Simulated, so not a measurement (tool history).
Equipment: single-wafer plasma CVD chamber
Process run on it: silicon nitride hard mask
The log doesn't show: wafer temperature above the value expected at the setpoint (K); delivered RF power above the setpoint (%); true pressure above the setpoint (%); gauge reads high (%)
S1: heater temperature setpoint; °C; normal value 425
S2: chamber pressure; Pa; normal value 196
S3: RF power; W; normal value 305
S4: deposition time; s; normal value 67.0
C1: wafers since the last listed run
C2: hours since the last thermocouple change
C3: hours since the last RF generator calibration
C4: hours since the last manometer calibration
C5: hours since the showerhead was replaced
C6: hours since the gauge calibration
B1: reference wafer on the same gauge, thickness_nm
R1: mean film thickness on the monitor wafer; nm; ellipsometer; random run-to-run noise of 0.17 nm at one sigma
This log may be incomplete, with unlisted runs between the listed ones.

Run 1, hour 0.0: usual settings but S3 275 W; C1 0; C2 1226.3; C3 81.1; C4 179.2; C5 7496.9; C6 648.0; B1 67.422. Result: R1 71.603 nm.
Run 2, hour 42.2: usual settings but S3 275 W; C1 768; C2 1268.5; C3 123.3; C4 221.4; C5 7539.1; C6 690.2; B1 67.445. Result: R1 71.406 nm.
Run 3, hour 99.6: usual settings; C1 1045; C2 1325.9; C3 180.7; C4 278.8; C5 7596.5; C6 747.6; B1 67.441. Result: R1 75.419 nm.
Run 4, hour 183.2: usual settings; C1 1522; C2 1409.5; C3 264.3; C4 362.4; C5 7680.1; C6 831.2; B1 67.407. Result: R1 75.477 nm.
Run 5, hour 225.6: usual settings; C1 772; C2 1451.9; C3 306.7; C4 404.8; C5 7722.5; C6 873.6; B1 67.395. Result: R1 75.413 nm.
Run 6, hour 362.9: usual settings; C1 2500; C2 1589.2; C3 444.0; C4 542.1; C5 7859.8; C6 1010.9; B1 67.422. Result: R1 74.940 nm.
Run 7, hour 432.8: usual settings; C1 1273; C2 1659.1; C3 513.9; C4 612.0; C5 7929.7; C6 1080.8; B1 67.398. Result: R1 75.303 nm.
Run 8, hour 517.6: usual settings; C1 1544; C2 1743.9; C3 598.7; C4 696.8; C5 8014.5; C6 1165.6; B1 67.392. Result: R1 75.100 nm.
Run 9, hour 609.1: usual settings but S3 275 W, S4 74.4 s; C1 1666; C2 1835.4; C3 690.2; C4 788.3; C5 8106.0; C6 1257.1; B1 67.383. Result: R1 78.639 nm.
At hour 655.7: RF generator calibrated.
Run 10, hour 656.2: usual settings but S3 275 W, S4 74.4 s; C1 712; C2 1882.5; C3 0.5; C4 835.4; C5 8153.1; C6 1304.2; B1 67.427. Result: R1 80.739 nm.
Run 11, hour 715.8: usual settings but S1 414 °C; C1 1085; C2 1942.1; C3 60.1; C4 895.0; C5 8212.7; C6 1363.8; B1 67.364. Result: R1 76.890 nm.
Run 12, hour 774.5: usual settings; C1 1069; C2 2000.8; C3 118.8; C4 953.7; C5 8271.4; C6 1422.5; B1 67.445. Result: R1 76.032 nm.
At hour 781.9: gauge calibrated.
At hour 832.7: capacitance manometer re-zeroed and calibrated.
Run 13, hour 862.7: usual settings but S2 236 Pa, S3 320 W; C1 1460; C2 2089.0; C3 207.0; C4 30.0; C5 8359.6; C6 80.8; B1 67.409. Result: R1 82.237 nm.
At hour 925.0: thermocouple changed; heater temperature recalibrated.
Run 14, hour 952.1: usual settings but S3 335 W; C1 1482; C2 27.1; C3 296.4; C4 119.4; C5 8449.0; C6 170.2; B1 67.405. Result: R1 78.578 nm.
Run 15, hour 1016.5: usual settings but S3 285 W, S4 80.3 s; C1 1172; C2 91.5; C3 360.8; C4 183.8; C5 8513.4; C6 234.6; B1 67.443. Result: R1 86.516 nm.
Run 16, hour 1120.8: usual settings but S2 233 Pa, S3 345 W; C1 1899; C2 195.8; C3 465.1; C4 288.1; C5 8617.7; C6 338.9; B1 67.425. Result: R1 85.139 nm.
At hour 1147.2: showerhead replaced.
Run 17, hour 1206.3: usual settings but S2 231 Pa; C1 1411; C2 281.3; C3 550.6; C4 373.6; C5 59.1; C6 424.4; B1 67.408. Result: R1 79.356 nm.
Run 18, hour 1275.6: usual settings but S1 431 °C, S2 164 Pa, S3 265 W, S4 76.1 s; C1 1262; C2 350.6; C3 619.9; C4 442.9; C5 128.4; C6 493.7; B1 67.354. Result: R1 72.722 nm.
Run 19, hour 1348.0: usual settings but S1 419 °C, S2 183 Pa, S3 255 W, S4 55.6 s; C1 1318; C2 423.0; C3 692.3; C4 515.3; C5 200.8; C6 566.1; B1 67.390. Result: R1 54.848 nm.
Run 20, hour 1436.6: usual settings but S1 438 °C, S2 171 Pa; C1 1613; C2 511.6; C3 780.9; C4 603.9; C5 289.4; C6 654.7; B1 67.417. Result: R1 70.287 nm.
Run 21, hour 1509.2: usual settings but S2 161 Pa; C1 1322; C2 584.2; C3 853.5; C4 676.5; C5 362.0; C6 727.3; B1 67.429. Result: R1 69.365 nm.
At hour 1521.7: RF generator calibrated.
Run 22, hour 1575.3: usual settings but S3 275 W; C1 1058; C2 650.3; C3 53.6; C4 742.6; C5 428.1; C6 793.4; B1 67.405. Result: R1 72.362 nm.
Run 23, hour 1641.4: usual settings but S2 165 Pa, S4 73.7 s; C1 1203; C2 716.4; C3 119.7; C4 808.7; C5 494.2; C6 859.5; B1 67.385. Result: R1 77.943 nm.
Run 24, hour 1715.4: usual settings; C1 1347; C2 790.4; C3 193.7; C4 882.7; C5 568.2; C6 933.5; B1 67.400. Result: R1 76.118 nm.
At hour 1783.9: capacitance manometer re-zeroed and calibrated.
Run 25, hour 1798.0: usual settings but S1 412 °C, S2 180 Pa, S3 255 W; C1 1358; C2 873.0; C3 276.3; C4 14.1; C5 650.8; C6 1016.1; B1 67.342. Result: R1 65.731 nm.
Run 26, hour 1838.3: usual settings but S1 440 °C, S4 59.4 s; C1 734; C2 913.3; C3 316.6; C4 54.4; C5 691.1; C6 1056.4; B1 67.463. Result: R1 65.669 nm.
Run 27, hour 1913.3: usual settings but S1 431 °C, S2 227 Pa, S3 360 W; C1 1366; C2 988.3; C3 391.6; C4 129.4; C5 766.1; C6 1131.4; B1 67.406. Result: R1 85.817 nm.
Run 28, hour 1988.3: usual settings but S1 437 °C, S2 209 Pa, S4 77.6 s; C1 1366; C2 1063.3; C3 466.6; C4 204.4; C5 841.1; C6 1206.4; B1 67.435. Result: R1 88.089 nm.

For each entry between runs, how does the tool's hidden state at the last listed run before it compare with that at the first listed run after it?
In the gap between runs 9 and 10: RF generator calibrated (hour 655.7)
  delivered RF power above the setpoint (%): -4.52 -> -0.305; true pressure above the setpoint (%): 3.78 -> 3.82
  difference, measured minus the result without the unlogged condition, R1: -0.910 -> +1.014 nm
In the gap between runs 12 and 13: gauge calibrated (hour 781.9); capacitance manometer re-zeroed and calibrated (hour 832.7)
  delivered RF power above the setpoint (%): -1.91 -> -2.73; true pressure above the setpoint (%): 3.9 -> 0.286
  difference, measured minus the result without the unlogged condition, R1: +0.328 -> -1.136 nm
In the gap between runs 13 and 14: thermocouple changed; heater temperature recalibrated (hour 925.0)
  delivered RF power above the setpoint (%): -2.73 -> -3.33; true pressure above the setpoint (%): 0.286 -> 1.18
  difference, measured minus the result without the unlogged condition, R1: -1.136 -> -1.067 nm
In the gap between runs 16 and 17: showerhead replaced (hour 1147.2)
  delivered RF power above the setpoint (%): -4.05 -> -4.28; true pressure above the setpoint (%): 2.3 -> 2.67
  difference, measured minus the result without the unlogged condition, R1: -1.123 -> -1.129 nm
In the gap between runs 21 and 22: RF generator calibrated (hour 1521.7)
  delivered RF power above the setpoint (%): -4.69 -> -0.976; true pressure above the setpoint (%): 3.38 -> 3.46
  difference, measured minus the result without the unlogged condition, R1: -0.842 -> +0.550 nm
In the gap between runs 24 and 25: capacitance manometer re-zeroed and calibrated (hour 1783.9)
  delivered RF power above the setpoint (%): -2.49 -> -3.08; true pressure above the setpoint (%): 3.59 -> -0.0495
  difference, measured minus the result without the unlogged condition, R1: -0.003 -> -1.200 nm
